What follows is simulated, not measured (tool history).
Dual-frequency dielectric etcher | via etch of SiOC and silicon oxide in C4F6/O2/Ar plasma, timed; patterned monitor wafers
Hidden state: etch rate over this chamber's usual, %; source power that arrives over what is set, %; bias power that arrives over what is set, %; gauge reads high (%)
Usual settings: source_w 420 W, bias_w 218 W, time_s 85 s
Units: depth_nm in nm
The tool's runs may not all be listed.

run,hour,source_w,bias_w,time_s,wafers since the last listed run,hours since the last wet clean,hours since the last source power generator calibration,hours since the last bias power generator calibration,hours since the last upper electrode change,hours since the gauge calibration,"read-back reference wafer on the same gauge, depth_nm",depth_nm
1,0,420,218,71.5,0,342,1.8,4960,0.5,238.5,102.9,86.7
2,0.4,470,218,85,3,342.4,2.2,4960.4,0.9,238.9,103,106.9
3,14.8,470,218,85,112,356.8,16.6,4974.8,15.3,253.3,103.1,107.7
4,29.9,470,218,85,118,371.9,31.7,4989.9,30.4,268.4,103.1,107.7
5,40.2,420,218,85,80,382.2,42,5000.2,40.7,278.7,102.9,103.1
6,46.7,420,218,85,50,388.7,48.5,5006.7,47.2,285.2,103.1,103.6
7,55.7,420,218,85,70,397.7,57.5,5015.7,56.2,294.2,103,102.9
8,71.7,460,218,70.5,125,413.7,73.5,5031.7,72.2,310.2,103.2,88.1
9,83.4,420,218,85,91,425.4,85.2,5043.4,83.9,321.9,103,102.9
# hour 94.6: bias power generator calibrated
10,95.1,420,260,85,60,437.1,96.9,0.5,95.6,333.6,102.8,110.3
11,146.9,480,218,109,405,488.9,148.7,52.3,147.4,385.4,102.9,137.3
12,156.3,500,218,105.5,73,498.3,158.1,61.7,156.8,394.8,102.9,134.8
# hour 158.3: gauge calibrated
13,172.3,420,218,85,125,514.3,174.1,77.7,172.8,14,102.8,102.7
# hour 201.3: wet clean of the chamber
14,201.8,420,218,85,43,0.5,203.6,107.2,202.3,43.5,103.1,105.8
15,202.1,380,218,108.5,2,0.8,203.9,107.5,202.6,43.8,102.8,130.9
16,203.2,420,218,85,8,1.9,205,108.6,203.7,44.9,103.1,106.4
17,209.3,420,260,70.5,47,8,211.1,114.7,209.8,51,103,93.7
18,223.1,420,182,85,108,21.8,224.9,128.5,223.6,64.8,103,98.4
19,235.7,370,218,85,98,34.4,237.5,141.1,236.2,77.4,103.1,101.5
20,247.6,370,175,85,93,46.3,249.4,153,248.1,89.3,103.1,92.4
21,254,380,218,98,50,52.7,255.8,159.4,254.5,95.7,103,117.5
22,266.4,450,218,85,97,65.1,268.2,171.8,266.9,108.1,103.1,108.1
23,282.5,390,240,98.5,126,81.2,284.3,187.9,283,124.2,103.1,123.6
24,300.1,420,218,85,137,98.8,301.9,205.5,300.6,141.8,103.1,105.1
25,310.1,420,218,85,78,108.8,311.9,215.5,310.6,151.8,103.1,105.3
26,323.7,330,184,85,106,122.4,325.5,229.1,324.2,165.4,103.1,90
27,331.7,520,218,85,62,130.4,333.5,237.1,332.2,173.4,102.9,113.8
28,348.1,420,254,69.5,128,146.8,349.9,253.5,348.6,189.8,103,90.9
29,357.9,380,218,85,76,156.6,359.7,263.3,358.4,199.6,102.9,100.6

Measured less the same run without the tool's hidden state. The same run-to-run variation is in both; the gauge's scatter may not be:
run,depth_nm
1,-2.3
2,-2.9
3,-3
4,-3.1
5,-3.1
6,-3.1
7,-3.2
8,-2.8
9,-3.4
10,-3.9
11,-5.5
12,-5.4
13,-4.3
14,+0.2
15,+0.2
16,+0.1
17,+0
18,-0.1
19,-0.1
20,-0.3
21,-0.4
22,-0.4
23,-0.7
24,-0.8
25,-0.8
26,-0.8
27,-1.1
28,-1
29,-1.2
